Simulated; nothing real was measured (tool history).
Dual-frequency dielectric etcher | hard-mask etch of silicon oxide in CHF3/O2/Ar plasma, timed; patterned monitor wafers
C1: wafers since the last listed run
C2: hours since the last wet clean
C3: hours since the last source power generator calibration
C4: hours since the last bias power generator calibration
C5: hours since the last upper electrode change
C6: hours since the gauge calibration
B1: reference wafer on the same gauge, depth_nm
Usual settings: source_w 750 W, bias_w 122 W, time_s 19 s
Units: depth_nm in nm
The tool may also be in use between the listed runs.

{"run": 1, "day": 0.0, "source_w": 620, "bias_w": 122, "time_s": 19, "C1": 0, "C2": 95.8, "C3": 473.9, "C4": 3218.2, "C5": 2805.7, "C6": 547.2, "B1": 47.71, "depth_nm": 38.41}
{"run": 2, "day": 1.854, "source_w": 620, "bias_w": 122, "time_s": 19, "C1": 779, "C2": 140.3, "C3": 518.4, "C4": 3262.7, "C5": 2850.2, "C6": 591.7, "B1": 47.69, "depth_nm": 38.69}
{"run": 3, "day": 3.025, "source_w": 620, "bias_w": 122, "time_s": 19, "C1": 492, "C2": 168.4, "C3": 546.5, "C4": 3290.8, "C5": 2878.3, "C6": 619.8, "B1": 47.72, "depth_nm": 38.34}
{"day": 4.308, "done": "bias power generator calibrated"}
{"run": 4, "day": 4.483, "source_w": 750, "bias_w": 122, "time_s": 19, "C1": 542, "C2": 203.4, "C3": 581.5, "C4": 4.2, "C5": 2913.3, "C6": 654.8, "B1": 47.7, "depth_nm": 41.61}
{"run": 5, "day": 6.183, "source_w": 750, "bias_w": 122, "time_s": 19, "C1": 714, "C2": 244.2, "C3": 622.3, "C4": 45, "C5": 2954.1, "C6": 695.6, "B1": 47.7, "depth_nm": 41.53}
{"run": 6, "day": 7.538, "source_w": 750, "bias_w": 122, "time_s": 19, "C1": 569, "C2": 276.7, "C3": 654.8, "C4": 77.5, "C5": 2986.6, "C6": 728.1, "B1": 47.71, "depth_nm": 41.55}
{"run": 7, "day": 9.867, "source_w": 750, "bias_w": 104, "time_s": 19, "C1": 978, "C2": 332.6, "C3": 710.7, "C4": 133.4, "C5": 3042.5, "C6": 784, "B1": 47.7, "depth_nm": 39.55}
{"run": 8, "day": 11.804, "source_w": 750, "bias_w": 104, "time_s": 19, "C1": 814, "C2": 379.1, "C3": 757.2, "C4": 179.9, "C5": 3089, "C6": 830.5, "B1": 47.71, "depth_nm": 39.72}
{"day": 14.971, "done": "wet clean of the chamber"}
{"run": 9, "day": 14.992, "source_w": 610, "bias_w": 122, "time_s": 19, "C1": 919, "C2": 0.5, "C3": 833.7, "C4": 256.4, "C5": 3165.5, "C6": 907, "B1": 47.71, "depth_nm": 38.27}
{"run": 10, "day": 17.1, "source_w": 600, "bias_w": 122, "time_s": 19, "C1": 886, "C2": 51.1, "C3": 884.3, "C4": 307, "C5": 3216.1, "C6": 957.6, "B1": 47.73, "depth_nm": 37.95}
{"run": 11, "day": 18.542, "source_w": 750, "bias_w": 122, "time_s": 22.5, "C1": 605, "C2": 85.7, "C3": 918.9, "C4": 341.6, "C5": 3250.7, "C6": 992.2, "B1": 47.68, "depth_nm": 49.02}
{"day": 19.746, "done": "upper electrode replaced"}
{"run": 12, "day": 20.004, "source_w": 890, "bias_w": 148, "time_s": 14.5, "C1": 194, "C2": 120.8, "C3": 954, "C4": 376.7, "C5": 6.2, "C6": 1027.3, "B1": 47.69, "depth_nm": 35.57}
{"run": 13, "day": 21.842, "source_w": 830, "bias_w": 101, "time_s": 21.5, "C1": 772, "C2": 164.9, "C3": 998.1, "C4": 420.8, "C5": 50.3, "C6": 1071.4, "B1": 47.68, "depth_nm": 46.28}
{"run": 14, "day": 23.508, "source_w": 660, "bias_w": 134, "time_s": 23, "C1": 700, "C2": 204.9, "C3": 1038.1, "C4": 460.8, "C5": 90.3, "C6": 1111.4, "B1": 47.72, "depth_nm": 48.77}
{"day": 25.242, "done": "gauge calibrated"}
{"run": 15, "day": 25.308, "source_w": 750, "bias_w": 122, "time_s": 19, "C1": 756, "C2": 248.1, "C3": 1081.3, "C4": 504, "C5": 133.5, "C6": 1.6, "B1": 47.72, "depth_nm": 41.01}
{"run": 16, "day": 27.429, "source_w": 750, "bias_w": 92, "time_s": 22.5, "C1": 891, "C2": 299, "C3": 1132.2, "C4": 554.9, "C5": 184.4, "C6": 52.5, "B1": 47.72, "depth_nm": 45.13}
{"run": 17, "day": 29.7, "source_w": 750, "bias_w": 122, "time_s": 14, "C1": 954, "C2": 353.5, "C3": 1186.7, "C4": 609.4, "C5": 238.9, "C6": 107, "B1": 47.7, "depth_nm": 30.12}
{"day": 31.129, "done": "wet clean of the chamber"}
{"run": 18, "day": 31.571, "source_w": 660, "bias_w": 122, "time_s": 19, "C1": 365, "C2": 10.6, "C3": 1231.6, "C4": 654.3, "C5": 283.8, "C6": 151.9, "B1": 47.69, "depth_nm": 39.03}
{"run": 19, "day": 33.608, "source_w": 630, "bias_w": 142, "time_s": 16.5, "C1": 856, "C2": 59.5, "C3": 1280.5, "C4": 703.2, "C5": 332.7, "C6": 200.8, "B1": 47.74, "depth_nm": 34.99}
{"day": 34.821, "done": "source power generator calibrated"}
{"run": 20, "day": 34.842, "source_w": 750, "bias_w": 122, "time_s": 19, "C1": 448, "C2": 89.1, "C3": 0.5, "C4": 732.8, "C5": 362.3, "C6": 230.4, "B1": 47.67, "depth_nm": 41.72}
{"run": 21, "day": 37.733, "source_w": 750, "bias_w": 122, "time_s": 19, "C1": 1215, "C2": 158.5, "C3": 69.9, "C4": 802.2, "C5": 431.7, "C6": 299.8, "B1": 47.72, "depth_nm": 41.49}
{"run": 22, "day": 39.221, "source_w": 750, "bias_w": 122, "time_s": 19, "C1": 625, "C2": 194.2, "C3": 105.6, "C4": 837.9, "C5": 467.4, "C6": 335.5, "B1": 47.7, "depth_nm": 41.25}
{"run": 23, "day": 40.267, "source_w": 750, "bias_w": 122, "time_s": 17.5, "C1": 439, "C2": 219.3, "C3": 130.7, "C4": 863, "C5": 492.5, "C6": 360.6, "B1": 47.71, "depth_nm": 38}
{"run": 24, "day": 42.488, "source_w": 750, "bias_w": 112, "time_s": 22, "C1": 933, "C2": 272.6, "C3": 184, "C4": 916.3, "C5": 545.8, "C6": 413.9, "B1": 47.7, "depth_nm": 46.6}
{"run": 25, "day": 43.729, "source_w": 800, "bias_w": 122, "time_s": 23.5, "C1": 521, "C2": 302.4, "C3": 213.8, "C4": 946.1, "C5": 575.6, "C6": 443.7, "B1": 47.69, "depth_nm": 52.53}
{"run": 26, "day": 44.929, "source_w": 690, "bias_w": 100, "time_s": 17, "C1": 504, "C2": 331.2, "C3": 242.6, "C4": 974.9, "C5": 604.4, "C6": 472.5, "B1": 47.7, "depth_nm": 33.99}
{"run": 27, "day": 47.421, "source_w": 750, "bias_w": 151, "time_s": 16.5, "C1": 1047, "C2": 391, "C3": 302.4, "C4": 1034.7, "C5": 664.2, "C6": 532.3, "B1": 47.68, "depth_nm": 38.25}
{"day": 50.446, "done": "wet clean of the chamber"}
{"run": 28, "day": 50.467, "source_w": 690, "bias_w": 122, "time_s": 23, "C1": 859, "C2": 0.5, "C3": 375.5, "C4": 1107.8, "C5": 737.3, "C6": 605.4, "B1": 47.68, "depth_nm": 48.42}
{"run": 29, "day": 51.462, "source_w": 910, "bias_w": 100, "time_s": 22.5, "C1": 418, "C2": 24.4, "C3": 399.4, "C4": 1131.7, "C5": 761.2, "C6": 629.3, "B1": 47.69, "depth_nm": 50.28}
{"run": 30, "day": 53.129, "source_w": 890, "bias_w": 106, "time_s": 17, "C1": 700, "C2": 64.4, "C3": 439.4, "C4": 1171.7, "C5": 801.2, "C6": 669.3, "B1": 47.72, "depth_nm": 37.98}

4 ways to go on from here, each from the tool as it stands after run 30. What would each give?
{"run": "A", "day": 53.146, "source_w": 750, "bias_w": 122, "time_s": 19, "C1": 7, "C2": 64.8, "C3": 439.8, "C4": 1172.1, "C5": 801.6, "C6": 669.7, "B1": "?", "depth_nm": "?"}
{"run": "B", "day": 53.146, "source_w": 750, "bias_w": 122, "time_s": 24, "C1": 7, "C2": 64.8, "C3": 439.8, "C4": 1172.1, "C5": 801.6, "C6": 669.7, "B1": "?", "depth_nm": "?"}
{"run": "C", "day": 53.146, "source_w": 690, "bias_w": 141, "time_s": 14.5, "C1": 7, "C2": 64.8, "C3": 439.8, "C4": 1172.1, "C5": 801.6, "C6": 669.7, "B1": "?", "depth_nm": "?"}
{"run": "D", "day": 53.146, "source_w": 810, "bias_w": 99, "time_s": 17.5, "C1": 7, "C2": 64.8, "C3": 439.8, "C4": 1172.1, "C5": 801.6, "C6": 669.7, "B1": "?", "depth_nm": "?"}

run=A B1=47.73 depth_nm=41.62
run=B B1=47.73 depth_nm=52.58
run=C B1=47.73 depth_nm=32.06
run=D B1=47.73 depth_nm=37.37
Without the tool's hidden state the same runs would have given:
run=A depth_nm=41.87
run=B depth_nm=52.89
run=C depth_nm=32.25
run=D depth_nm=37.59
